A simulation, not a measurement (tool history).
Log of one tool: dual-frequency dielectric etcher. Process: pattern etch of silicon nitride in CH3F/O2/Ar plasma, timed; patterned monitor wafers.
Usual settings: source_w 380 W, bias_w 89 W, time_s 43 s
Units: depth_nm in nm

run    hour  source_w  bias_w  time_s  wafers since the last listed run  hours since the last wet clean  hours since the last source power generator calibration  hours since the last bias power generator calibration  hours since the last upper electrode change  hours since the gauge calibration  read-back reference wafer on the same gauge, depth_nm  depth_nm
  1       0       320      89      43                                 0                           229.1                                                   3111.2                                                 3738.6                                       1208.5                              600.2                                                  37.72     34.72
  2    86.9       460      89      43                               705                             316                                                   3198.1                                                 3825.5                                       1295.4                              687.1                                                  37.52     38.03
  3   183.4       380      89      43                               783                           412.5                                                   3294.6                                                   3922                                       1391.9                              783.6                                                  37.44     35.89
  4   224.4       380      89      43                               332                           453.5                                                   3335.6                                                   3963                                       1432.9                              824.6                                                  37.29     35.72
  5   264.1       380     103      43                               322                           493.2                                                   3375.3                                                 4002.7                                       1472.6                              864.3                                                  37.29     38.37
  6   300.6       380     103      43                               296                           529.7                                                   3411.8                                                 4039.2                                       1509.1                              900.8                                                   37.2     38.14
  7   344.1       380      89      43                               353                           573.2                                                   3455.3                                                 4082.7                                       1552.6                              944.3                                                  37.08     35.69
        404  -- wet clean of the chamber
  8   446.9       380      89      43                               639                            42.9                                                   3558.1                                                 4185.5                                       1655.4                             1047.1                                                  36.96     35.53
  9   546.2       380      89      40                               805                           142.2                                                   3657.4                                                 4284.8                                       1754.7                             1146.4                                                  36.85     33.05
 10     635       380      89      43                               720                             231                                                   3746.2                                                 4373.6                                       1843.5                             1235.2                                                  36.77     35.58
 11   706.8       380      67      43                               582                           302.8                                                     3818                                                 4445.4                                       1915.3                               1307                                                  36.62     31.44
 12   787.2       380      89      43                               652                           383.2                                                   3898.4                                                 4525.8                                       1995.7                             1387.4                                                  36.54     35.29
 13   830.6       380      89      43                               352                           426.6                                                   3941.8                                                 4569.2                                       2039.1                             1430.8                                                  36.34     35.15
      893.5  -- wet clean of the chamber
 14     894       380     100    54.5                               319                             0.5                                                   4005.2                                                 4632.6                                       2102.5                             1494.2                                                  36.31     46.54
 15   928.8       290      89      43                               282                            35.3                                                     4040                                                 4667.4                                       2137.3                               1529                                                  36.32     32.19
 16   977.7       470     103      34                               396                            84.2                                                   4088.9                                                 4716.3                                       2186.2                             1577.9                                                  36.14     31.29
 17    1059       310      89    46.5                               659                           165.5                                                   4170.2                                                 4797.6                                       2267.5                             1659.2                                                   36.1      35.3
       1071  -- gauge calibrated
 18  1191.5       380      98    47.5                              1075                             298                                                   4302.7                                                 4930.1                                         2400                              120.5                                                  38.86     43.24
     1233.1  -- source power generator calibrated
 19  1253.4       380      89      43                               469                           359.9                                                     20.3                                                   4992                                       2461.9                              182.4                                                  38.73     37.52
     1287.5  -- upper electrode replaced
       1323  -- bias power generator calibrated
 20  1339.8       380      89      43                               474                           446.3                                                    106.7                                                   16.8                                         52.3                              268.8                                                  38.68     37.42
 21  1402.4       310      89      43                               508                           508.9                                                    169.3                                                   79.4                                        114.9                              331.4                                                  38.49     35.31
     1435.8  -- wet clean of the chamber
 22  1489.3       380      89      43                               510                            53.5                                                    256.2                                                  166.3                                        201.8                              418.3                                                  38.47     37.06
 23  1557.1       380      78      43                               550                           121.3                                                      324                                                  234.1                                        269.6                              486.1                                                  38.27     34.82
 24  1611.8       380      89      43                               443                             176                                                    378.7                                                  288.8                                        324.3                              540.8                                                  38.29     36.78
 25  1655.8       380      98      43                               357                             220                                                    422.7                                                  332.8                                        368.3                              584.8                                                  38.15     37.94
 26  1748.8       380      74    33.5                               754                             313                                                    515.7                                                  425.8                                        461.3                              677.8                                                  38.03     26.21
 27    1846       290      76    37.5                               788                           410.2                                                    612.9                                                    523                                        558.5                                775                                                   37.8     27.76
 28  1939.9       420      89    30.5                               762                           504.1                                                    706.8                                                  616.9                                        652.4                              868.9                                                   37.7     26.69
 29  1987.1       380      89      43                               383                           551.3                                                      754                                                  664.1                                        699.6                              916.1                                                  37.75      36.7

5 ways to go on from here, each from the tool as it stands after run 29. What would each give?
  A  1987.5       380      89      43                                 3                           551.7                                                    754.4                                                  664.5                                          700                              916.5                                                      ?         ?
  B  1987.5       380     105      43                                 3                           551.7                                                    754.4                                                  664.5                                          700                              916.5                                                      ?         ?
  C  1987.5       450      89      43                                 3                           551.7                                                    754.4                                                  664.5                                          700                              916.5                                                      ?         ?
  D  1987.5       380      70      43                                 3                           551.7                                                    754.4                                                  664.5                                          700                              916.5                                                      ?         ?
  E  1987.5       470      82      39                                 3                           551.7                                                    754.4                                                  664.5                                          700                              916.5                                                      ?         ?

run  read-back reference wafer on the same gauge, depth_nm  depth_nm
  A                                                  37.65      36.4
  B                                                  37.65     38.96
  C                                                  37.65     38.23
  D                                                  37.65     33.03
  E                                                  37.65     33.98
Without the tool's hidden state the same runs would have given:
run  depth_nm
  A     37.33
  B     39.96
  C     39.21
  D     33.87
  E     34.86
